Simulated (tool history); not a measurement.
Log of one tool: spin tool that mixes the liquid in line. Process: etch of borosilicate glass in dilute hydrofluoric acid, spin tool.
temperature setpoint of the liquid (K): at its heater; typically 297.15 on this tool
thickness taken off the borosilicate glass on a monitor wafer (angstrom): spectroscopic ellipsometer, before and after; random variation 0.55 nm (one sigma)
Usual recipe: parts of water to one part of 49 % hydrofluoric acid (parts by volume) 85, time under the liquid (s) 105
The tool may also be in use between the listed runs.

run,hour,temperature setpoint of the liquid (K),parts of water to one part of 49 % hydrofluoric acid (parts by volume),time under the liquid (s),"read-back film thickness of the borosilicate glass reference wafer, read on the same gauge (nm)",thickness taken off the borosilicate glass on a monitor wafer (angstrom)
1,0.0,297.15,115,105,80.00,465.1
2,14.7,299.65,85,105,80.01,722.7
3,26.3,297.15,85,105,79.99,668.0
4,33.0,297.15,85,105,79.99,662.5
5,39.5,297.15,85,105,80.01,656.4
6,82.7,295.15,85,105,80.01,615.6
7,100.0,297.15,85,105,79.99,662.8
8,106.4,297.15,85,105,80.01,668.4
9,123.9,295.65,85,105,80.00,638.5
10,136.2,295.65,85,105,79.99,616.7
11,145.1,295.65,85,105,80.03,628.3
# hour 150.6: hydrofluoric acid flow meter replaced
12,155.1,297.15,85,105,79.99,665.7
13,166.7,297.15,85,105,79.99,679.8
14,181.9,297.15,85,105,80.00,664.9
15,191.0,297.15,85,80,80.00,516.7
16,200.3,297.15,85,80,79.97,512.0
17,208.2,299.15,85,105,80.00,731.6
18,216.9,297.15,85,165,79.98,1064.5
19,228.7,297.15,85,70,80.01,454.1
20,236.0,301.15,120,75,80.02,378.1
21,248.5,294.15,85,155,79.99,881.3
22,259.7,294.15,115,145,80.02,595.8
23,268.4,297.15,85,130,79.99,837.8
# hour 277.3: gauge calibrated
# hour 280.9: thermometer replaced
24,283.0,299.65,125,105,80.01,432.1
25,316.5,297.15,85,105,80.02,607.4
26,326.0,297.15,60,105,80.02,907.2
27,341.1,301.65,60,105,79.99,1058.0
28,358.1,297.15,85,105,80.01,626.9
29,371.7,297.15,85,130,80.00,764.7
30,378.1,297.15,85,105,79.99,624.3
31,391.1,297.15,85,105,80.02,623.4
32,399.1,297.15,85,105,80.00,616.0
33,411.8,294.15,85,155,79.99,812.8
34,427.3,297.15,45,65,80.01,763.7

Consider 3 possible next runs. They are alternatives, not a sequence: every one starts from the tool as it was left by run 34. What does each give?
A,427.7,297.15,85,105,?,?
B,427.7,299.15,105,105,?,?
C,427.7,300.15,125,105,?,?

run,"read-back film thickness of the borosilicate glass reference wafer, read on the same gauge (nm)",thickness taken off the borosilicate glass on a monitor wafer (angstrom)
A,79.99,631.0
B,79.99,538.4
C,79.99,457.8
Without the tool's unlogged condition, the same runs would have read:
run,thickness taken off the borosilicate glass on a monitor wafer (angstrom)
A,613.6
B,524.0
C,445.9

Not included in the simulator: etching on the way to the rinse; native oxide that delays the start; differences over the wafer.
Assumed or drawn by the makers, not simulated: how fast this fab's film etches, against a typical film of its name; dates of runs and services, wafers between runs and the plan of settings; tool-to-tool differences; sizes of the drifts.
